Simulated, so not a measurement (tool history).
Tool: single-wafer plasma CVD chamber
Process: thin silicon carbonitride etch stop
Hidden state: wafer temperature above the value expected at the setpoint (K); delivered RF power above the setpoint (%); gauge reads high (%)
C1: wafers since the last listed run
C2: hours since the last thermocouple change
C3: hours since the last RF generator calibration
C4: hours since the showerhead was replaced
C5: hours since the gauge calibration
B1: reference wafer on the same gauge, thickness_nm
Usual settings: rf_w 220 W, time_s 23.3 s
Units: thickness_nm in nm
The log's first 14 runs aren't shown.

Run 15, hour 922.4: usual settings but rf_w 210 W, time_s 19.4 s; C1 1407; C2 2086.8; C3 175.4; C4 2280.0; C5 1910.8; B1 11.398. Result: thickness_nm 10.706 nm.
Run 16, hour 1000.9: usual settings but rf_w 190 W, time_s 26.1 s; C1 1737; C2 2165.3; C3 253.9; C4 2358.5; C5 1989.3; B1 11.403. Result: thickness_nm 13.667 nm.
At hour 1194.9: thermocouple changed; heater temperature recalibrated.
Run 17, hour 1216.8: usual settings but rf_w 200 W, time_s 26.6 s; C1 4601; C2 21.9; C3 469.8; C4 2574.4; C5 2205.2; B1 11.399. Result: thickness_nm 14.224 nm.
At hour 1241.6: RF generator calibrated, repeated, since the last time left the tool worse.
Run 18, hour 1276.8: usual settings but rf_w 200 W, time_s 19.7 s; C1 1150; C2 81.9; C3 35.2; C4 2634.4; C5 2265.2; B1 11.405. Result: thickness_nm 11.112 nm.
Run 19, hour 1318.1: usual settings but rf_w 190 W, time_s 18.8 s; C1 914; C2 123.2; C3 76.5; C4 2675.7; C5 2306.5; B1 11.401. Result: thickness_nm 10.291 nm.
Run 20, hour 1409.5: usual settings but rf_w 255 W, time_s 27.8 s; C1 2022; C2 214.6; C3 167.9; C4 2767.1; C5 2397.9; B1 11.405. Result: thickness_nm 17.446 nm.
Run 21, hour 1481.2: usual settings but rf_w 200 W, time_s 27.7 s; C1 1586; C2 286.3; C3 239.6; C4 2838.8; C5 2469.6; B1 11.403. Result: thickness_nm 15.487 nm.
At hour 1524.0: showerhead replaced.
At hour 1534.4: gauge calibrated.
Run 22, hour 1577.4: usual settings but time_s 26.7 s; C1 1952; C2 382.5; C3 335.8; C4 53.4; C5 43.0; B1 11.398. Result: thickness_nm 15.567 nm.
Run 23, hour 1649.7: usual settings but rf_w 180 W, time_s 25.3 s; C1 1600; C2 454.8; C3 408.1; C4 125.7; C5 115.3; B1 11.401. Result: thickness_nm 13.317 nm.
Run 24, hour 1759.1: usual settings; C1 2421; C2 564.2; C3 517.5; C4 235.1; C5 224.7; B1 11.409. Result: thickness_nm 13.621 nm.
Run 25, hour 1805.4: usual settings but rf_w 200 W, time_s 21.9 s; C1 1024; C2 610.5; C3 563.8; C4 281.4; C5 271.0; B1 11.402. Result: thickness_nm 12.206 nm.
Run 26, hour 1872.9: usual settings but rf_w 245 W, time_s 19.8 s; C1 1493; C2 678.0; C3 631.3; C4 348.9; C5 338.5; B1 11.403. Result: thickness_nm 12.095 nm.
Run 27, hour 1909.2: usual settings but rf_w 190 W, time_s 25.7 s; C1 803; C2 714.3; C3 667.6; C4 385.2; C5 374.8; B1 11.404. Result: thickness_nm 13.905 nm.
Run 28, hour 1983.2: usual settings but rf_w 255 W; C1 1637; C2 788.3; C3 741.6; C4 459.2; C5 448.8; B1 11.395. Result: thickness_nm 14.554 nm.
Run 29, hour 2037.9: usual settings; C1 1210; C2 843.0; C3 796.3; C4 513.9; C5 503.5; B1 11.402. Result: thickness_nm 13.511 nm.
Run 30, hour 2119.1: usual settings but rf_w 245 W, time_s 20.8 s; C1 1797; C2 924.2; C3 877.5; C4 595.1; C5 584.7; B1 11.407. Result: thickness_nm 12.675 nm.
Run 31, hour 2198.5: usual settings but rf_w 190 W, time_s 26.4 s; C1 1757; C2 1003.6; C3 956.9; C4 674.5; C5 664.1; B1 11.401. Result: thickness_nm 14.282 nm.
Run 32, hour 2269.1: usual settings; C1 1562; C2 1074.2; C3 1027.5; C4 745.1; C5 734.7; B1 11.403. Result: thickness_nm 13.521 nm.
Run 33, hour 2333.2: usual settings; C1 1418; C2 1138.3; C3 1091.6; C4 809.2; C5 798.8; B1 11.397. Result: thickness_nm 13.527 nm.
Run 34, hour 2408.2: usual settings but rf_w 245 W; C1 1659; C2 1213.3; C3 1166.6; C4 884.2; C5 873.8; B1 11.402. Result: thickness_nm 14.165 nm.
Run 35, hour 2506.0: usual settings; C1 2164; C2 1311.1; C3 1264.4; C4 982.0; C5 971.6; B1 11.396. Result: thickness_nm 13.517 nm.
Run 36, hour 2557.8: usual settings but rf_w 260 W, time_s 25.7 s; C1 1146; C2 1362.9; C3 1316.2; C4 1033.8; C5 1023.4; B1 11.406. Result: thickness_nm 16.063 nm.

3 ways to go on from here, each from the tool as it stands after run 36. What would each give?
Run A, hour 2558.2: usual settings but time_s 25.3 s; C1 8; C2 1363.3; C3 1316.6; C4 1034.2; C5 1023.8; B1 ?. Result: thickness_nm ?.
Run B, hour 2558.2: usual settings but rf_w 235 W, time_s 26.7 s; C1 8; C2 1363.3; C3 1316.6; C4 1034.2; C5 1023.8; B1 ?. Result: thickness_nm ?.
Run C, hour 2558.2: usual settings but rf_w 205 W, time_s 27.4 s; C1 8; C2 1363.3; C3 1316.6; C4 1034.2; C5 1023.8; B1 ?. Result: thickness_nm ?.

run      B1  thickness_nm
  A  11.395        14.636
  B  11.395        15.929
  C  11.395        15.317
Without the tool's hidden state the same runs would have given:
run  thickness_nm
  A        14.954
  B        16.275
  C        15.650

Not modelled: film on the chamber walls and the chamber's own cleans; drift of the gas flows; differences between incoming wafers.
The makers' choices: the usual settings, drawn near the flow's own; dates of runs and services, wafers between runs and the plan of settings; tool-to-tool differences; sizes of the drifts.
